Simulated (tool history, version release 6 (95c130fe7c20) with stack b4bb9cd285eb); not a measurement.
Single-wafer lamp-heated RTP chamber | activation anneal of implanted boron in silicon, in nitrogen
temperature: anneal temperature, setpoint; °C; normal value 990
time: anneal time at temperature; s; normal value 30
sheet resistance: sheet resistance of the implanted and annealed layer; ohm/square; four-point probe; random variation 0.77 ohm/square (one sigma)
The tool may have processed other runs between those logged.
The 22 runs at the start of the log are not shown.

run	hour	temperature	time	wafers since the last listed run	wafers since the last pyrometer calibration	wafers since the reflector plate was cleaned	hours since the gauge calibration	read-back reference wafer on the same gauge, sheet resistance	sheet resistance
23	237.4	990	30	198	1598	2018	484.6	554.43	525.49
24	253.6	1016	19	378	1977	2397	500.8	555.25	523.82
# hour 260.3: gauge calibrated
25	269.5	963	38	371	2349	2768	9.2	544.46	527.41
26	284.3	990	30	345	2695	3114	24	544.38	515.14
27	291.5	990	30	168	2863	3282	31.2	544.59	517.1
28	300.9	962	19	219	3083	3502	40.6	544.61	534.1
29	314.1	990	30	308	3391	3811	53.8	544.78	515.49
30	328.2	1005	42	329	3721	4140	67.9	544.7	514.57
31	344.5	970	38	380	4102	4521	84.2	544.72	521.75
32	353.4	967	18	208	4310	4729	93.1	544.61	529.72
33	360.3	990	30	161	4471	4891	100	545.05	515.58
# hour 369.2: pyrometer window cleaned and pyrometer calibrated
34	370.3	973	20	46	25	4937	110	544.93	523.05
35	377.3	1003	30	163	189	5101	117	545.19	515.24
36	393.3	1010	30	373	563	5475	133	545.16	513.28

3 options for the next run, each taken on its own from the tool as it stands now. Forecast them:
A	393.7	990	23	9	572	5484	133.4	?	?
B	393.7	977	44	9	572	5484	133.4	?	?
C	393.7	1007	19	9	572	5484	133.4	?	?

run	read-back reference wafer on the same gauge, sheet resistance	sheet resistance
A	545.19	517.13
B	545.19	518.14
C	545.19	515.4
Without the tool's hidden state the same runs would have given:
run	sheet resistance
A	515.96
B	516.97
C	514.24

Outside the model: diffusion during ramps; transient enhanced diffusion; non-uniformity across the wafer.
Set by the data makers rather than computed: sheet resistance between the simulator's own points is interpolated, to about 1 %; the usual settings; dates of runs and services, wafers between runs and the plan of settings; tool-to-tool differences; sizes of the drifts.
